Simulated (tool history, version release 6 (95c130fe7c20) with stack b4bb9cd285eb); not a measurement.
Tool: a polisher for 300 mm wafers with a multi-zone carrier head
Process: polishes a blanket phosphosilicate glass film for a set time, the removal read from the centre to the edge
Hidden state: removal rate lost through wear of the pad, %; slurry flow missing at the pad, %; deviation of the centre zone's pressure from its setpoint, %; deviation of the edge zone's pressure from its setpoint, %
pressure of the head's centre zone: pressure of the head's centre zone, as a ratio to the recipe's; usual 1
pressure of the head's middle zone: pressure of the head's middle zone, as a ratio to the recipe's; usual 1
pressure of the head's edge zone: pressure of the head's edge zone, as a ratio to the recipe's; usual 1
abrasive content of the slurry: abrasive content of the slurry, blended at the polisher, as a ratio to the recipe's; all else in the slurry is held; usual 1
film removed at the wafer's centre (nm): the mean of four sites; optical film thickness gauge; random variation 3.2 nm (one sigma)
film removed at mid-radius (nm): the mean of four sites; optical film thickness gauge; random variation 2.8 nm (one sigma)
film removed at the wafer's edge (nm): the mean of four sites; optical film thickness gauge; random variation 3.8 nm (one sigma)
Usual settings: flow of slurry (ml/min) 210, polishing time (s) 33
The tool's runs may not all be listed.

run,hour,flow of slurry (ml/min),pressure of the head's centre zone,pressure of the head's middle zone,pressure of the head's edge zone,abrasive content of the slurry,polishing time (s),wafers since the last listed run,wafers polished on this pad,hours since the slurry nozzle was cleaned,hours since the centre zone pressure was calibrated,hours since the edge zone pressure was calibrated,hours since the carrier head's membrane was replaced,"incoming thickness of the incoming film, nm",film removed at the wafer's centre (nm),film removed at mid-radius (nm),film removed at the wafer's edge (nm)
1,0,210,1,1,1,1,33,0,1065,196.9,236,1034.1,498,4528.6,330.6,332.9,341.7
2,54.9,210,0.96,1,1,1,33,761,1827,251.8,290.9,1089,552.9,4617.2,315.6,326.5,340.3
3,111.2,210,0.96,1,1,1,33,780,2608,308.1,347.2,1145.3,609.2,4545.9,299.9,316,336.9
# hour 156.1: worn pad replaced by a new one
4,158,210,1,1,1,1,33,593,26,354.9,394,1192.1,656,4599.1,312.9,326,333.2
5,195.1,210,1,1,1,1,33,514,540,392,431.1,1229.2,693.1,4563.4,321.5,320.5,336.9
6,232.5,210,1,1,1,1,33,518,1059,429.4,468.5,1266.6,730.5,4506.5,313.7,319.3,334.1
7,287.9,210,1,1,1,1,33,768,1827,484.8,523.9,1322,785.9,4646.1,309,309.2,327.8
8,352.6,210,1,1,1,1,33,897,2724,549.5,588.6,1386.7,850.6,4577.1,297.7,300.7,317.9
# hour 391.9: worn pad replaced by a new one
9,412.4,210,1,1,1,1,33,773,284,609.3,648.4,1446.5,910.4,4563.9,298.2,309.7,324.9
# hour 434.3: slurry nozzle cleaned
10,478.3,210,1,1,1,1,33,900,1184,44,714.3,1512.4,976.3,4630.7,338.5,343.3,351.3
11,533.5,210,0.94,1,1,1.2,33,765,1950,99.2,769.5,1567.6,1031.5,4582,344.7,369.2,376.6
# hour 565.4: carrier head's membrane replaced by a new one
# hour 569.4: edge zone pressure recalibrated
12,601.6,210,1,1.09,1,1,42,847,2797,167.3,837.6,32.2,36.2,4560.8,412.5,447.9,426
# hour 614.2: centre zone pressure recalibrated
# hour 616.6: worn pad replaced by a new one
13,704.4,210,1,0.93,1,1,26,1364,1217,270.1,90.2,135,139,4610.3,256.8,252.3,279.1
14,747.2,210,1,1,1,1,33,593,1810,312.9,133,177.8,181.8,4588.4,325.7,332.9,343.9
15,778.5,210,1.05,1,0.95,1,33,434,2244,344.2,164.3,209.1,213.1,4589.9,335.7,326.7,326.2
16,835.4,150,1,0.97,1,1.25,23,789,3033,401.1,221.2,266,270,4623.6,219.2,220.2,238.8
# hour 861.4: worn pad replaced by a new one
17,1032.7,170,1.11,1,1,1,33,2680,2375,598.4,418.5,463.3,467.3,4626.3,316.3,289.4,312.5
# hour 1035.4: slurry nozzle cleaned
18,1080.5,210,1,0.89,1,1,33,649,3024,45.1,466.3,511.1,515.1,4511.2,337,309,337.1
# hour 1091: worn pad replaced by a new one
19,1136.4,155,1,1.09,1.04,1,22,719,630,101,522.2,567,571,4552.1,214,230,232.2

Forecast each of these 3 alternatives for the next run:
A,1136.8,210,1,1,1,1,33,5,635,101.4,522.6,567.4,571.4,4564.2,?,?,?
B,1136.8,210,1,1,1.07,0.85,33,5,635,101.4,522.6,567.4,571.4,4564.2,?,?,?
C,1136.8,180,1.04,1,1,1,33,5,635,101.4,522.6,567.4,571.4,4564.2,?,?,?

run,film removed at the wafer's centre (nm),film removed at mid-radius (nm),film removed at the wafer's edge (nm)
A,337.3,349.1,349.6
B,311.2,322.1,333.4
C,340.2,339.5,342.6
Without the tool's hidden state the same runs would have given:
run,film removed at the wafer's centre (nm),film removed at mid-radius (nm),film removed at the wafer's edge (nm)
A,342.7,354.1,353.5
B,316.2,326.7,337.1
C,346.5,345.2,346.9
